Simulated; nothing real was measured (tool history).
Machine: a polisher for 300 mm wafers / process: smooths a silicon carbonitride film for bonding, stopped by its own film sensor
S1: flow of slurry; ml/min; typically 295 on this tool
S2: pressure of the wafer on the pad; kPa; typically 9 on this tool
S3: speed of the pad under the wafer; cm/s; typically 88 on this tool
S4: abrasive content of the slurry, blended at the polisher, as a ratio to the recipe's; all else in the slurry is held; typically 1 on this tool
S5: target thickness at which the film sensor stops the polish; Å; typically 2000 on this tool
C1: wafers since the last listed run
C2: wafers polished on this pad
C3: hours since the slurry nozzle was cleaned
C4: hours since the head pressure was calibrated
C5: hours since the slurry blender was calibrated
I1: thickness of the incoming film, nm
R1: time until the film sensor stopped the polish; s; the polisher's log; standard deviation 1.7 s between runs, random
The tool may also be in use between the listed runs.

run,hour,S1,S2,S3,S4,S5,C1,C2,C3,C4,C5,I1,R1
1,0,295,9,88,1,2000,0,500,366.9,877.7,8.4,222.8,142.2
2,63.1,295,9,88,1,1970,617,1118,430,940.8,71.5,218.9,135.9
# hour 71: head pressure recalibrated
3,110.1,295,9,88,1,1970,440,1558,477,39.1,118.5,216.8,133.3
# hour 115: slurry nozzle cleaned
4,145.9,295,9,88,0.85,2000,340,1899,30.9,74.9,154.3,220.3,150.3
5,206.3,295,9,88,0.85,2000,591,2490,91.3,135.3,214.7,218.2,137.5
# hour 211.6: worn pad replaced by a new one
6,267.4,295,9,88,1,1960,558,546,152.4,196.4,275.8,219.6,156.4
# hour 313.4: slurry blender recalibrated
7,323.7,295,9,88,1,1960,531,1077,208.7,252.7,10.3,218,145.8
8,365.4,295,11,88,1.15,2000,408,1485,250.4,294.4,52,217.3,83.3
9,433.7,295,11,88,1.15,2000,668,2154,318.7,362.7,120.3,221.8,107.5
10,477.8,295,11,88,1.15,2000,431,2585,362.8,406.8,164.4,219.3,93.8
# hour 526.4: worn pad replaced by a new one
11,526.9,295,10.3,88,1,2000,441,4,411.9,455.9,213.5,220.5,117.3
# hour 586.2: slurry blender recalibrated
# hour 596.9: slurry nozzle cleaned
12,641.3,295,10.3,88,1,2000,1090,1095,44.4,570.3,55.1,219.6,108.5
13,773,380,9,88,1,2000,1289,2384,176.1,702,186.8,217.3,106.3
14,808.1,380,9,88,1,2000,343,2727,211.2,737.1,221.9,217.7,110.6
# hour 831.8: worn pad replaced by a new one, of another model than before
15,842,295,9,88,1,1960,292,100,245.1,771,255.8,220.3,155.8
# hour 894.5: slurry blender recalibrated
16,912.5,370,9,88,1,2000,670,770,315.6,841.5,18,222.9,143.4
17,953.6,295,9,88,1,2000,402,1172,356.7,882.6,59.1,218.8,117.8
18,1010.3,200,9,88,1.25,2000,554,1727,413.4,939.3,115.8,220.6,122.6
# hour 1028.6: slurry nozzle cleaned
19,1079,295,9,88,1,1960,662,2390,50.4,1008,184.5,220.4,153.1
# hour 1107.1: head pressure recalibrated
# hour 1122.4: worn pad replaced by a new one
20,1139.4,220,9,88,0.85,1930,532,166,110.8,32.3,244.9,219,204.9
# hour 1194.8: slurry blender recalibrated
21,1195.3,295,9,88,1,1960,527,693,166.7,88.2,0.5,220.1,159.6
22,1220.3,295,9,70,1.1,2000,244,938,191.7,113.2,25.5,221.6,156.8
23,1271.5,295,9,88,1,2000,501,1439,242.9,164.4,76.7,215.6,102
24,1309.6,295,7.6,88,1,2000,372,1812,281,202.5,114.8,217.4,128.3
25,1340.8,295,9,66,1,2040,305,2118,312.2,233.7,146,218.8,115.9
26,1394.1,205,9,88,1.2,1970,521,2639,365.5,287,199.3,216.2,122.1
# hour 1411.2: worn pad replaced by a new one
27,1435.3,320,7.6,88,1,2000,364,236,406.7,328.2,240.5,223.8,175.2
# hour 1459.1: slurry nozzle cleaned
28,1503.1,225,9,108,1.15,2060,653,890,44,396,308.3,222.5,90

Table of differences, measured result less the result of that run with no hidden state. Run-to-run variation is the same in both. Gauge scatter possibly is not:
What the log doesn't record here: removal rate lost through wear of the pad, %; slurry flow missing at the pad, %; deviation of the head's pressure from its setpoint, %; abrasive missing from the slurry, %.
run,R1
1,-9.5
2,-9.7
3,+0.3
4,-0.1
5,-0.6
6,-1.4
7,-1.9
8,-1.3
9,-2.2
10,-2.2
11,-3.2
12,-3.8
13,-4.7
14,-5.1
15,-5.4
16,-5.5
17,-4.7
18,-5.3
19,-7.1
20,+1.5
21,+0.8
22,+0.5
23,+0.1
24,-0.2
25,-0.3
26,-0.7
27,-1.3
28,-1
